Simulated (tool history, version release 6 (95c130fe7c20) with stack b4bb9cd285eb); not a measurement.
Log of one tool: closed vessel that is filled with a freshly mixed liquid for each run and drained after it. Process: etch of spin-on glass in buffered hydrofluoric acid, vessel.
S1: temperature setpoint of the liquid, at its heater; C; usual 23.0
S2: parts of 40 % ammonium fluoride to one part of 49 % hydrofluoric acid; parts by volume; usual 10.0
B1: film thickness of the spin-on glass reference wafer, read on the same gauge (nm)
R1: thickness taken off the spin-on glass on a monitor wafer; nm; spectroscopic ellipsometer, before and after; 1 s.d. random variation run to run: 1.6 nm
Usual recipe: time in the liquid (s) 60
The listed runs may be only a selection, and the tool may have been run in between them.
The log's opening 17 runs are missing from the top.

{"run": 18, "hour": 490.3, "S1": 28.0, "S2": 11.5, "time in the liquid (s)": 50, "B1": 50.03, "R1": 184.94}
{"run": 19, "hour": 506.8, "S1": 20.5, "S2": 6.5, "time in the liquid (s)": 35, "B1": 49.95, "R1": 144.78}
{"run": 20, "hour": 532.3, "S1": 23.0, "S2": 10.0, "time in the liquid (s)": 60, "B1": 49.97, "R1": 192.31}
{"hour": 579.5, "done": "thermometer replaced"}
{"run": 21, "hour": 583.1, "S1": 21.0, "S2": 8.5, "time in the liquid (s)": 30, "B1": 50.03, "R1": 109.79}
{"run": 22, "hour": 614.4, "S1": 19.5, "S2": 10.0, "time in the liquid (s)": 60, "B1": 50.03, "R1": 182.18}
{"run": 23, "hour": 634.1, "S1": 23.0, "S2": 7.5, "time in the liquid (s)": 60, "B1": 50.02, "R1": 286.25}
{"run": 24, "hour": 654.0, "S1": 23.0, "S2": 10.0, "time in the liquid (s)": 60, "B1": 50.01, "R1": 221.21}
{"run": 25, "hour": 675.8, "S1": 23.0, "S2": 10.0, "time in the liquid (s)": 60, "B1": 50.03, "R1": 218.02}
{"run": 26, "hour": 694.8, "S1": 23.0, "S2": 11.0, "time in the liquid (s)": 60, "B1": 49.95, "R1": 200.28}
{"run": 27, "hour": 727.8, "S1": 23.0, "S2": 10.0, "time in the liquid (s)": 60, "B1": 50.0, "R1": 219.93}
{"run": 28, "hour": 762.1, "S1": 23.0, "S2": 8.0, "time in the liquid (s)": 60, "B1": 50.02, "R1": 265.49}
{"run": 29, "hour": 785.8, "S1": 27.0, "S2": 10.0, "time in the liquid (s)": 70, "B1": 49.97, "R1": 312.61}
{"run": 30, "hour": 807.4, "S1": 23.0, "S2": 10.0, "time in the liquid (s)": 60, "B1": 50.03, "R1": 216.7}
{"run": 31, "hour": 820.2, "S1": 25.0, "S2": 7.5, "time in the liquid (s)": 30, "B1": 49.98, "R1": 159.55}
{"run": 32, "hour": 843.6, "S1": 19.0, "S2": 13.5, "time in the liquid (s)": 35, "B1": 50.01, "R1": 74.12}
{"run": 33, "hour": 878.9, "S1": 23.0, "S2": 7.5, "time in the liquid (s)": 40, "B1": 50.04, "R1": 188.88}
{"run": 34, "hour": 894.3, "S1": 23.0, "S2": 10.0, "time in the liquid (s)": 60, "B1": 50.02, "R1": 214.25}

Each row is a separate what-if for the run after 34, all from the same tool condition, not one after another. Results?
{"run": "A", "hour": 895.0, "S1": 27.5, "S2": 10.0, "time in the liquid (s)": 60, "B1": "?", "R1": "?"}
{"run": "B", "hour": 895.0, "S1": 23.0, "S2": 12.0, "time in the liquid (s)": 60, "B1": "?", "R1": "?"}
{"run": "C", "hour": 895.0, "S1": 21.5, "S2": 10.0, "time in the liquid (s)": 60, "B1": "?", "R1": "?"}

run=A B1=50.03 R1=276.13
run=B B1=50.03 R1=181.11
run=C B1=50.03 R1=199.13
Without the tool's unlogged condition, the same runs would have read:
run=A R1=281.93
run=B R1=185.04
run=C R1=203.49
